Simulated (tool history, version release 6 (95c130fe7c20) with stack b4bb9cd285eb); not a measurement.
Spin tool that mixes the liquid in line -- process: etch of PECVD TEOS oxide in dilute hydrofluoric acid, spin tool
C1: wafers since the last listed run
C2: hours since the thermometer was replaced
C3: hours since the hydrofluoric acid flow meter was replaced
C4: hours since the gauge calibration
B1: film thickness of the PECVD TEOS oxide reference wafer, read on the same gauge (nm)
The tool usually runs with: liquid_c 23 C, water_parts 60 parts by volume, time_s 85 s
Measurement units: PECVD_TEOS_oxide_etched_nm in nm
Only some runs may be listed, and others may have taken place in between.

{"run": 1, "hour": 0.0, "liquid_c": 19.5, "water_parts": 60, "time_s": 85, "C1": 0, "C2": 2601.9, "C3": 979.9, "C4": 560.9, "B1": 110.02, "PECVD_TEOS_oxide_etched_nm": 31.57}
{"run": 2, "hour": 82.5, "liquid_c": 19.5, "water_parts": 60, "time_s": 85, "C1": 797, "C2": 2684.4, "C3": 1062.4, "C4": 643.4, "B1": 109.99, "PECVD_TEOS_oxide_etched_nm": 30.97}
{"run": 3, "hour": 130.3, "liquid_c": 23, "water_parts": 60, "time_s": 85, "C1": 462, "C2": 2732.2, "C3": 1110.2, "C4": 691.2, "B1": 110.01, "PECVD_TEOS_oxide_etched_nm": 35.47}
{"run": 4, "hour": 175.3, "liquid_c": 23, "water_parts": 60, "time_s": 85, "C1": 435, "C2": 2777.2, "C3": 1155.2, "C4": 736.2, "B1": 109.99, "PECVD_TEOS_oxide_etched_nm": 36.17}
{"run": 5, "hour": 238.1, "liquid_c": 23, "water_parts": 45, "time_s": 85, "C1": 607, "C2": 2840, "C3": 1218, "C4": 799, "B1": 110, "PECVD_TEOS_oxide_etched_nm": 48.31}
{"run": 6, "hour": 286.2, "liquid_c": 23, "water_parts": 45, "time_s": 85, "C1": 465, "C2": 2888.1, "C3": 1266.1, "C4": 847.1, "B1": 110, "PECVD_TEOS_oxide_etched_nm": 48.69}
{"run": 7, "hour": 325.0, "liquid_c": 23, "water_parts": 45, "time_s": 85, "C1": 375, "C2": 2926.9, "C3": 1304.9, "C4": 885.9, "B1": 110, "PECVD_TEOS_oxide_etched_nm": 48.92}
{"hour": 333.5, "done": "gauge calibrated"}
{"run": 8, "hour": 389.5, "liquid_c": 26, "water_parts": 40, "time_s": 85, "C1": 623, "C2": 2991.4, "C3": 1369.4, "C4": 56, "B1": 110, "PECVD_TEOS_oxide_etched_nm": 61.89}
{"run": 9, "hour": 421.0, "liquid_c": 26, "water_parts": 40, "time_s": 85, "C1": 304, "C2": 3022.9, "C3": 1400.9, "C4": 87.5, "B1": 110, "PECVD_TEOS_oxide_etched_nm": 62.58}
{"hour": 463.2, "done": "thermometer replaced"}
{"run": 10, "hour": 466.6, "liquid_c": 23, "water_parts": 60, "time_s": 85, "C1": 431, "C2": 3.4, "C3": 1446.5, "C4": 133.1, "B1": 110.01, "PECVD_TEOS_oxide_etched_nm": 39.74}
{"run": 11, "hour": 493.6, "liquid_c": 23, "water_parts": 60, "time_s": 85, "C1": 261, "C2": 30.4, "C3": 1473.5, "C4": 160.1, "B1": 110.01, "PECVD_TEOS_oxide_etched_nm": 39.17}
{"run": 12, "hour": 534.2, "liquid_c": 26, "water_parts": 60, "time_s": 85, "C1": 392, "C2": 71, "C3": 1514.1, "C4": 200.7, "B1": 110.01, "PECVD_TEOS_oxide_etched_nm": 44.87}
{"run": 13, "hour": 568.3, "liquid_c": 23, "water_parts": 60, "time_s": 85, "C1": 329, "C2": 105.1, "C3": 1548.2, "C4": 234.8, "B1": 110.01, "PECVD_TEOS_oxide_etched_nm": 39.86}
{"hour": 587.9, "done": "hydrofluoric acid flow meter replaced"}
{"run": 14, "hour": 601.3, "liquid_c": 23, "water_parts": 60, "time_s": 55, "C1": 309, "C2": 138.1, "C3": 13.4, "C4": 267.8, "B1": 109.99, "PECVD_TEOS_oxide_etched_nm": 25.8}
{"run": 15, "hour": 671.8, "liquid_c": 23, "water_parts": 45, "time_s": 115, "C1": 681, "C2": 208.6, "C3": 83.9, "C4": 338.3, "B1": 110, "PECVD_TEOS_oxide_etched_nm": 72.76}
{"run": 16, "hour": 739.5, "liquid_c": 21, "water_parts": 80, "time_s": 105, "C1": 654, "C2": 276.3, "C3": 151.6, "C4": 406, "B1": 109.99, "PECVD_TEOS_oxide_etched_nm": 32.44}
{"run": 17, "hour": 793.6, "liquid_c": 19, "water_parts": 35, "time_s": 50, "C1": 523, "C2": 330.4, "C3": 205.7, "C4": 460.1, "B1": 109.99, "PECVD_TEOS_oxide_etched_nm": 34.89}
{"run": 18, "hour": 844.5, "liquid_c": 23, "water_parts": 60, "time_s": 105, "C1": 492, "C2": 381.3, "C3": 256.6, "C4": 511, "B1": 110.01, "PECVD_TEOS_oxide_etched_nm": 48.19}
{"run": 19, "hour": 901.1, "liquid_c": 25, "water_parts": 60, "time_s": 85, "C1": 547, "C2": 437.9, "C3": 313.2, "C4": 567.6, "B1": 110, "PECVD_TEOS_oxide_etched_nm": 42.91}
{"run": 20, "hour": 968.4, "liquid_c": 19, "water_parts": 35, "time_s": 50, "C1": 650, "C2": 505.2, "C3": 380.5, "C4": 634.9, "B1": 110.01, "PECVD_TEOS_oxide_etched_nm": 34.52}
{"run": 21, "hour": 1011.6, "liquid_c": 27, "water_parts": 40, "time_s": 85, "C1": 417, "C2": 548.4, "C3": 423.7, "C4": 678.1, "B1": 109.99, "PECVD_TEOS_oxide_etched_nm": 70.12}
{"run": 22, "hour": 1039.6, "liquid_c": 23, "water_parts": 60, "time_s": 85, "C1": 270, "C2": 576.4, "C3": 451.7, "C4": 706.1, "B1": 110, "PECVD_TEOS_oxide_etched_nm": 38.43}
{"run": 23, "hour": 1108.7, "liquid_c": 23, "water_parts": 60, "time_s": 55, "C1": 668, "C2": 645.5, "C3": 520.8, "C4": 775.2, "B1": 109.99, "PECVD_TEOS_oxide_etched_nm": 25.21}

Below are 4 alternative next runs, each starting from the tool's condition after run 23. Predict each:
{"run": "A", "hour": 1109.1, "liquid_c": 23, "water_parts": 60, "time_s": 85, "C1": 3, "C2": 645.9, "C3": 521.2, "C4": 775.6, "B1": "?", "PECVD_TEOS_oxide_etched_nm": "?"}
{"run": "B", "hour": 1109.1, "liquid_c": 25.5, "water_parts": 60, "time_s": 120, "C1": 3, "C2": 645.9, "C3": 521.2, "C4": 775.6, "B1": "?", "PECVD_TEOS_oxide_etched_nm": "?"}
{"run": "C", "hour": 1109.1, "liquid_c": 21, "water_parts": 30, "time_s": 120, "C1": 3, "C2": 645.9, "C3": 521.2, "C4": 775.6, "B1": "?", "PECVD_TEOS_oxide_etched_nm": "?"}
{"run": "D", "hour": 1109.1, "liquid_c": 21, "water_parts": 60, "time_s": 55, "C1": 3, "C2": 645.9, "C3": 521.2, "C4": 775.6, "B1": "?", "PECVD_TEOS_oxide_etched_nm": "?"}

run=A B1=110 PECVD_TEOS_oxide_etched_nm=39.22
run=B B1=110 PECVD_TEOS_oxide_etched_nm=61.35
run=C B1=110 PECVD_TEOS_oxide_etched_nm=105.67
run=D B1=110 PECVD_TEOS_oxide_etched_nm=23.35
With the hidden condition removed and each run's random variation left untouched, the same runs would have given:
run=A PECVD_TEOS_oxide_etched_nm=40.21
run=B PECVD_TEOS_oxide_etched_nm=62.85
run=C PECVD_TEOS_oxide_etched_nm=108.43
run=D PECVD_TEOS_oxide_etched_nm=23.94
